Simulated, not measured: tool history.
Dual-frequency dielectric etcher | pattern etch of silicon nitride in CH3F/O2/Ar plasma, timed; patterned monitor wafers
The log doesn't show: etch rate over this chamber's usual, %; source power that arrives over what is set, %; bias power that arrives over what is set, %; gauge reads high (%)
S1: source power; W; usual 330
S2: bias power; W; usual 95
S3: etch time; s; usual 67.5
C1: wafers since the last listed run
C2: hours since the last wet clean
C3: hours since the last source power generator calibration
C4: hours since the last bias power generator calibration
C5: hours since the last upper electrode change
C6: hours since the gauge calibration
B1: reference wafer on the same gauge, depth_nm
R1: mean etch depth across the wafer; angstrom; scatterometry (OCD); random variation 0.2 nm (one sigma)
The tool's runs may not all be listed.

run,hour,S1,S2,S3,C1,C2,C3,C4,C5,C6,B1,R1
1,0,330,102,67.5,0,278.9,3073.8,3305.6,2456.1,788.4,53.46,503.4
2,48.4,330,102,67.5,576,327.3,3122.2,3354,2504.5,836.8,53.4,503.9
3,116.2,330,95,67.5,807,395.1,3190,3421.8,2572.3,904.6,53.45,497
# hour 139.6: bias power generator calibrated
4,154.6,330,102,58,409,433.5,3228.4,15,2610.7,943,53.4,437
5,194.5,330,102,58,475,473.4,3268.3,54.9,2650.6,982.9,53.39,439
6,286.8,330,95,79,1098,565.7,3360.6,147.2,2742.9,1075.2,53.52,586.6
7,350.2,330,95,67.5,754,629.1,3424,210.6,2806.3,1138.6,53.39,500.9
8,407.5,330,95,67.5,682,686.4,3481.3,267.9,2863.6,1195.9,53.33,507.5
# hour 435.1: wet clean of the chamber
9,466.5,330,115,55.5,416,31.4,3540.3,326.9,2922.6,1254.9,53.29,419.2
10,515.9,290,95,67.5,588,80.8,3589.7,376.3,2972,1304.3,53.4,475.1
# hour 619.6: source power generator calibrated
11,620.1,270,95,67.5,1193,185,0.5,480.5,3076.2,1408.5,53.4,475.1
12,702.1,370,71,82,976,267,82.5,562.5,3158.2,1490.5,53.42,578.4
13,804.5,380,72,50.5,1219,369.4,184.9,664.9,3260.6,1592.9,53.4,364.6
14,846.3,330,95,67.5,497,411.2,226.7,706.7,3302.4,1634.7,53.48,499.3
15,921.6,330,95,67.5,896,486.5,302,782,3377.7,1710,53.48,499.9
16,1013.8,330,115,55.5,1097,578.7,394.2,874.2,3469.9,1802.2,53.43,435.8
17,1062.3,330,95,67.5,577,627.2,442.7,922.7,3518.4,1850.7,53.41,506.4
18,1134.6,330,95,67.5,860,699.5,515,995,3590.7,1923,53.42,510.7
19,1201.5,330,95,67.5,796,766.4,581.9,1061.9,3657.6,1989.9,53.43,511.1
# hour 1274.4: wet clean of the chamber
20,1286.1,390,107,82.5,721,11.7,666.5,1146.5,3742.2,2074.5,53.43,635.9
21,1325.7,390,114,56.5,471,51.3,706.1,1186.1,3781.8,2114.1,53.4,448.6
22,1428.9,280,95,67.5,1228,154.5,809.3,1289.3,3885,2217.3,53.39,476.9
# hour 1568.6: upper electrode replaced
23,1648.6,260,113,48,2330,374.2,1029,1509,80,2437,53.36,348.5
# hour 1719.6: gauge calibrated
24,1928.5,400,95,73.5,3332,654.1,1308.9,1788.9,359.9,208.9,53.4,579.4
# hour 2008: wet clean of the chamber
25,2032.9,290,110,67.5,957,24.9,1413.3,1893.3,464.3,313.3,53.46,484.4
26,2080.2,330,108,67.5,563,72.2,1460.6,1940.6,511.6,360.6,53.45,503.6
27,2173.9,390,72,55.5,1115,165.9,1554.3,2034.3,605.3,454.3,53.43,397.2
28,2211.1,330,95,87,442,203.1,1591.5,2071.5,642.5,491.5,53.44,628.6
29,2529.4,330,95,67.5,3789,521.4,1909.8,2389.8,960.8,809.8,53.37,502.7
30,2635.9,330,95,67.5,1268,627.9,2016.3,2496.3,1067.3,916.3,53.39,504.3

Forecast each of these 4 alternatives for the next run:
A,2636.3,360,95,67.5,4,628.3,2016.7,2496.7,1067.7,916.7,?,?
B,2636.3,330,115,67.5,4,628.3,2016.7,2496.7,1067.7,916.7,?,?
C,2636.3,330,76,51,4,628.3,2016.7,2496.7,1067.7,916.7,?,?
D,2636.3,300,95,67.5,4,628.3,2016.7,2496.7,1067.7,916.7,?,?

run,B1,R1
A,53.38,517.2
B,53.38,530.2
C,53.38,364.4
D,53.38,495.1
Without the tool's hidden state the same runs would have given:
run,R1
A,495
B,507.5
C,348.8
D,473.9
